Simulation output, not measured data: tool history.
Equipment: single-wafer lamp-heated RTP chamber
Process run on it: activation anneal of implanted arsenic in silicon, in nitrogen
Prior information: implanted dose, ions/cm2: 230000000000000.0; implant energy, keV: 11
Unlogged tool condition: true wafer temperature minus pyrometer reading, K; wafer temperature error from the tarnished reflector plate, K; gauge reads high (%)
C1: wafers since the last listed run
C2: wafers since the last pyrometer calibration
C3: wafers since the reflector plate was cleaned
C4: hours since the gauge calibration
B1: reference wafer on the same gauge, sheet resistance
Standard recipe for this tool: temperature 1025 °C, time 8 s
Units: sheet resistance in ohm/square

run 1 hour=0.0 | temperature=1025 time=5 | C1=0 C2=6405 C3=2728 C4=1300.8 | B1=397.77 | sheet_resistance=392.22
run 2 hour=77.2 | temperature=1025 time=8 | C1=889 C2=7294 C3=3617 C4=1378.0 | B1=397.86 | sheet_resistance=390.79
-- hour=137.5 pyrometer window cleaned and pyrometer calibrated
run 3 hour=139.2 | temperature=1047 time=8 | C1=622 C2=19 C3=4239 C4=1440.0 | B1=398.00 | sheet_resistance=387.61
run 4 hour=204.6 | temperature=1047 time=8 | C1=753 C2=772 C3=4993 C4=1505.4 | B1=398.05 | sheet_resistance=387.83
run 5 hour=261.4 | temperature=1047 time=8 | C1=654 C2=1427 C3=5647 C4=1562.2 | B1=397.99 | sheet_resistance=386.61
run 6 hour=345.0 | temperature=1025 time=4 | C1=963 C2=2390 C3=6610 C4=1645.8 | B1=398.11 | sheet_resistance=396.04
run 7 hour=438.2 | temperature=1025 time=4 | C1=1073 C2=3463 C3=7684 C4=1739.0 | B1=397.78 | sheet_resistance=394.92
-- hour=471.2 reflector plate cleaned
run 8 hour=535.6 | temperature=1025 time=8 | C1=1029 C2=4493 C3=742 C4=1836.4 | B1=398.10 | sheet_resistance=390.75
run 9 hour=580.0 | temperature=1025 time=8 | C1=511 C2=5005 C3=1253 C4=1880.8 | B1=398.13 | sheet_resistance=390.38
run 10 hour=626.4 | temperature=1025 time=12 | C1=534 C2=5539 C3=1788 C4=1927.2 | B1=398.11 | sheet_resistance=387.74
run 11 hour=729.4 | temperature=1025 time=12 | C1=1186 C2=6726 C3=2974 C4=2030.2 | B1=397.86 | sheet_resistance=385.51
run 12 hour=817.1 | temperature=1025 time=8 | C1=1010 C2=7736 C3=3985 C4=2117.9 | B1=398.04 | sheet_resistance=388.47
-- hour=831.3 pyrometer window cleaned and pyrometer calibrated
run 13 hour=902.0 | temperature=1025 time=8 | C1=885 C2=814 C3=4871 C4=2202.8 | B1=397.95 | sheet_resistance=391.33
run 14 hour=942.6 | temperature=1025 time=8 | C1=467 C2=1282 C3=5338 C4=2243.4 | B1=398.17 | sheet_resistance=391.50
-- hour=1046.7 reflector plate cleaned
run 15 hour=1048.4 | temperature=1025 time=12 | C1=1126 C2=2408 C3=20 C4=2349.2 | B1=398.03 | sheet_resistance=388.27
run 16 hour=1113.0 | temperature=1025 time=8 | C1=744 C2=3152 C3=764 C4=2413.8 | B1=398.04 | sheet_resistance=390.47
run 17 hour=1149.1 | temperature=1025 time=8 | C1=415 C2=3568 C3=1180 C4=2449.9 | B1=398.09 | sheet_resistance=390.10
run 18 hour=1199.1 | temperature=1025 time=8 | C1=576 C2=4144 C3=1756 C4=2499.9 | B1=398.02 | sheet_resistance=390.84
run 19 hour=1264.8 | temperature=1046 time=5 | C1=756 C2=4901 C3=2512 C4=2565.6 | B1=397.79 | sheet_resistance=390.91
run 20 hour=1308.2 | temperature=1001 time=11 | C1=499 C2=5401 C3=3012 C4=2609.0 | B1=398.11 | sheet_resistance=392.17
run 21 hour=1415.9 | temperature=998 time=13 | C1=1240 C2=6642 C3=4253 C4=2716.7 | B1=398.03 | sheet_resistance=391.02
-- hour=1437.0 pyrometer window cleaned and pyrometer calibrated
-- hour=1470.3 gauge calibrated
run 22 hour=1481.5 | temperature=1004 time=10 | C1=663 C2=513 C3=4917 C4=11.2 | B1=397.74 | sheet_resistance=393.74
run 23 hour=1522.7 | temperature=1050 time=5 | C1=474 C2=987 C3=5391 C4=52.4 | B1=398.21 | sheet_resistance=390.39
run 24 hour=1564.7 | temperature=1025 time=10 | C1=483 C2=1471 C3=5875 C4=94.4 | B1=397.90 | sheet_resistance=389.47
-- hour=1604.0 reflector plate cleaned
run 25 hour=1657.8 | temperature=1025 time=8 | C1=980 C2=2452 C3=619 C4=187.5 | B1=398.07 | sheet_resistance=389.97
run 26 hour=1765.4 | temperature=1025 time=11 | C1=1239 C2=3691 C3=1859 C4=295.1 | B1=398.00 | sheet_resistance=387.14
run 27 hour=1871.1 | temperature=1025 time=8 | C1=1217 C2=4909 C3=3076 C4=400.8 | B1=397.84 | sheet_resistance=390.36
run 28 hour=1936.6 | temperature=1025 time=13 | C1=754 C2=5663 C3=3831 C4=466.3 | B1=398.16 | sheet_resistance=384.82
-- hour=1990.8 pyrometer window cleaned and pyrometer calibrated
run 29 hour=2025.0 | temperature=1006 time=6 | C1=926 C2=393 C3=4757 C4=554.7 | B1=397.77 | sheet_resistance=396.47
run 30 hour=2105.1 | temperature=1025 time=8 | C1=922 C2=1316 C3=5680 C4=634.8 | B1=397.91 | sheet_resistance=390.95
-- hour=2172.6 reflector plate cleaned
run 31 hour=2207.0 | temperature=1014 time=8 | C1=1081 C2=2398 C3=396 C4=736.7 | B1=397.98 | sheet_resistance=392.78
run 32 hour=2298.7 | temperature=1025 time=8 | C1=1056 C2=3454 C3=1452 C4=828.4 | B1=398.01 | sheet_resistance=390.23
run 33 hour=2375.9 | temperature=1038 time=4 | C1=889 C2=4344 C3=2342 C4=905.6 | B1=397.81 | sheet_resistance=394.17

Run 34 is up next; what results do you expect?
run 34 hour=2476.4 | temperature=1025 time=6 | C1=1157 C2=5501 C3=3499 C4=1006.1 | B1=? | sheet_resistance=?

{"run 34": {"B1": 398.13, "sheet resistance": 392.03}}
The same run, on a tool lacking any hidden state, would have yielded sheet resistance 393.50 ohm/square.
